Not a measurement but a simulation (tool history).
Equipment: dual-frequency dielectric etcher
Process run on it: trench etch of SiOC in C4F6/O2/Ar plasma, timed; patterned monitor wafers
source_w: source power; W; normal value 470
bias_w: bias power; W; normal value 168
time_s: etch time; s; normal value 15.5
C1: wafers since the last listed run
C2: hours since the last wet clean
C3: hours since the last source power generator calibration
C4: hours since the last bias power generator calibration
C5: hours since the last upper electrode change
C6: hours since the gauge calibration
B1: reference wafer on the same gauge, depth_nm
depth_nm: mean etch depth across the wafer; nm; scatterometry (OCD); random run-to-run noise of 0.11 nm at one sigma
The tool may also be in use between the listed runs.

{"run": 1, "hour": 0.0, "source_w": 470, "bias_w": 168, "time_s": 15.5, "C1": 0, "C2": 265.1, "C3": 2627.9, "C4": 3230.4, "C5": 3162.2, "C6": 47.4, "B1": 38.25, "depth_nm": 33.49}
{"run": 2, "hour": 11.4, "source_w": 470, "bias_w": 168, "time_s": 15.5, "C1": 151, "C2": 276.5, "C3": 2639.3, "C4": 3241.8, "C5": 3173.6, "C6": 58.8, "B1": 38.28, "depth_nm": 33.81}
{"run": 3, "hour": 25.8, "source_w": 470, "bias_w": 168, "time_s": 15.5, "C1": 190, "C2": 290.9, "C3": 2653.7, "C4": 3256.2, "C5": 3188, "C6": 73.2, "B1": 38.35, "depth_nm": 33.56}
{"run": 4, "hour": 35.9, "source_w": 470, "bias_w": 168, "time_s": 15.5, "C1": 133, "C2": 301, "C3": 2663.8, "C4": 3266.3, "C5": 3198.1, "C6": 83.3, "B1": 38.36, "depth_nm": 33.68}
{"run": 5, "hour": 50.7, "source_w": 470, "bias_w": 168, "time_s": 15.5, "C1": 196, "C2": 315.8, "C3": 2678.6, "C4": 3281.1, "C5": 3212.9, "C6": 98.1, "B1": 38.28, "depth_nm": 33.73}
{"run": 6, "hour": 67.2, "source_w": 470, "bias_w": 168, "time_s": 15.5, "C1": 218, "C2": 332.3, "C3": 2695.1, "C4": 3297.6, "C5": 3229.4, "C6": 114.6, "B1": 38.32, "depth_nm": 33.67}
{"run": 7, "hour": 77.3, "source_w": 470, "bias_w": 137, "time_s": 17.5, "C1": 133, "C2": 342.4, "C3": 2705.2, "C4": 3307.7, "C5": 3239.5, "C6": 124.7, "B1": 38.32, "depth_nm": 35.65}
{"run": 8, "hour": 88.6, "source_w": 410, "bias_w": 168, "time_s": 15.5, "C1": 149, "C2": 353.7, "C3": 2716.5, "C4": 3319, "C5": 3250.8, "C6": 136, "B1": 38.32, "depth_nm": 31.8}
{"run": 9, "hour": 102.2, "source_w": 410, "bias_w": 168, "time_s": 15.5, "C1": 180, "C2": 367.3, "C3": 2730.1, "C4": 3332.6, "C5": 3264.4, "C6": 149.6, "B1": 38.27, "depth_nm": 31.6}
{"run": 10, "hour": 116.2, "source_w": 470, "bias_w": 168, "time_s": 15.5, "C1": 185, "C2": 381.3, "C3": 2744.1, "C4": 3346.6, "C5": 3278.4, "C6": 163.6, "B1": 38.32, "depth_nm": 33.62}
{"run": 11, "hour": 127.1, "source_w": 470, "bias_w": 168, "time_s": 15.5, "C1": 144, "C2": 392.2, "C3": 2755, "C4": 3357.5, "C5": 3289.3, "C6": 174.5, "B1": 38.27, "depth_nm": 33.62}
{"run": 12, "hour": 143.7, "source_w": 470, "bias_w": 168, "time_s": 15.5, "C1": 219, "C2": 408.8, "C3": 2771.6, "C4": 3374.1, "C5": 3305.9, "C6": 191.1, "B1": 38.24, "depth_nm": 33.64}
{"run": 13, "hour": 155.3, "source_w": 470, "bias_w": 168, "time_s": 14.5, "C1": 153, "C2": 420.4, "C3": 2783.2, "C4": 3385.7, "C5": 3317.5, "C6": 202.7, "B1": 38.34, "depth_nm": 31.48}
{"run": 14, "hour": 161.9, "source_w": 470, "bias_w": 168, "time_s": 14.5, "C1": 87, "C2": 427, "C3": 2789.8, "C4": 3392.3, "C5": 3324.1, "C6": 209.3, "B1": 38.23, "depth_nm": 31.55}
{"run": 15, "hour": 170.0, "source_w": 470, "bias_w": 168, "time_s": 15.5, "C1": 107, "C2": 435.1, "C3": 2797.9, "C4": 3400.4, "C5": 3332.2, "C6": 217.4, "B1": 38.32, "depth_nm": 33.8}
{"hour": 170.4, "done": "gauge calibrated"}
{"run": 16, "hour": 184.8, "source_w": 580, "bias_w": 147, "time_s": 15.5, "C1": 196, "C2": 449.9, "C3": 2812.7, "C4": 3415.2, "C5": 3347, "C6": 14.4, "B1": 38.25, "depth_nm": 35.51}
{"hour": 197.4, "done": "source power generator calibrated"}
{"hour": 213.4, "done": "upper electrode replaced"}
{"hour": 216.1, "done": "bias power generator calibrated"}
{"hour": 239.7, "done": "wet clean of the chamber"}
{"run": 17, "hour": 240.2, "source_w": 550, "bias_w": 140, "time_s": 18, "C1": 120, "C2": 0.5, "C3": 42.8, "C4": 24.1, "C5": 26.8, "C6": 69.8, "B1": 38.34, "depth_nm": 39.9}
{"run": 18, "hour": 240.5, "source_w": 470, "bias_w": 168, "time_s": 15.5, "C1": 3, "C2": 0.8, "C3": 43.1, "C4": 24.4, "C5": 27.1, "C6": 70.1, "B1": 38.29, "depth_nm": 33.6}
{"run": 19, "hour": 240.9, "source_w": 470, "bias_w": 168, "time_s": 19.5, "C1": 5, "C2": 1.2, "C3": 43.5, "C4": 24.8, "C5": 27.5, "C6": 70.5, "B1": 38.24, "depth_nm": 42.46}
{"run": 20, "hour": 241.2, "source_w": 470, "bias_w": 168, "time_s": 15.5, "C1": 3, "C2": 1.5, "C3": 43.8, "C4": 25.1, "C5": 27.8, "C6": 70.8, "B1": 38.29, "depth_nm": 33.62}
{"run": 21, "hour": 241.5, "source_w": 470, "bias_w": 191, "time_s": 17, "C1": 3, "C2": 1.8, "C3": 44.1, "C4": 25.4, "C5": 28.1, "C6": 71.1, "B1": 38.34, "depth_nm": 38.25}
{"run": 22, "hour": 241.8, "source_w": 470, "bias_w": 168, "time_s": 17, "C1": 3, "C2": 2.1, "C3": 44.4, "C4": 25.7, "C5": 28.4, "C6": 71.4, "B1": 38.34, "depth_nm": 37}
{"run": 23, "hour": 254.6, "source_w": 470, "bias_w": 168, "time_s": 15.5, "C1": 169, "C2": 14.9, "C3": 57.2, "C4": 38.5, "C5": 41.2, "C6": 84.2, "B1": 38.29, "depth_nm": 33.63}
{"run": 24, "hour": 261.3, "source_w": 470, "bias_w": 205, "time_s": 15.5, "C1": 88, "C2": 21.6, "C3": 63.9, "C4": 45.2, "C5": 47.9, "C6": 90.9, "B1": 38.27, "depth_nm": 35.72}
{"run": 25, "hour": 275.8, "source_w": 470, "bias_w": 197, "time_s": 19, "C1": 192, "C2": 36.1, "C3": 78.4, "C4": 59.7, "C5": 62.4, "C6": 105.4, "B1": 38.3, "depth_nm": 43.34}
{"run": 26, "hour": 282.5, "source_w": 470, "bias_w": 208, "time_s": 15.5, "C1": 88, "C2": 42.8, "C3": 85.1, "C4": 66.4, "C5": 69.1, "C6": 112.1, "B1": 38.3, "depth_nm": 35.97}
{"run": 27, "hour": 291.7, "source_w": 390, "bias_w": 188, "time_s": 15.5, "C1": 121, "C2": 52, "C3": 94.3, "C4": 75.6, "C5": 78.3, "C6": 121.3, "B1": 38.28, "depth_nm": 32.01}
{"run": 28, "hour": 305.1, "source_w": 560, "bias_w": 168, "time_s": 11.5, "C1": 177, "C2": 65.4, "C3": 107.7, "C4": 89, "C5": 91.7, "C6": 134.7, "B1": 38.28, "depth_nm": 26.91}
{"run": 29, "hour": 317.1, "source_w": 360, "bias_w": 204, "time_s": 19, "C1": 159, "C2": 77.4, "C3": 119.7, "C4": 101, "C5": 103.7, "C6": 146.7, "B1": 38.26, "depth_nm": 38.51}
{"run": 30, "hour": 332.1, "source_w": 520, "bias_w": 147, "time_s": 15.5, "C1": 198, "C2": 92.4, "C3": 134.7, "C4": 116, "C5": 118.7, "C6": 161.7, "B1": 38.31, "depth_nm": 33.73}

Hidden condition of the tool, last listed run before each entry between runs versus first listed run after:
From run 15 to run 16: gauge calibrated (hour 170.4)
  the hidden state is the same at both runs
From run 16 to run 17: source power generator calibrated (hour 197.4); upper electrode replaced (hour 213.4); bias power generator calibrated (hour 216.1); wet clean of the chamber (hour 239.7)
  the hidden state is the same at both runs
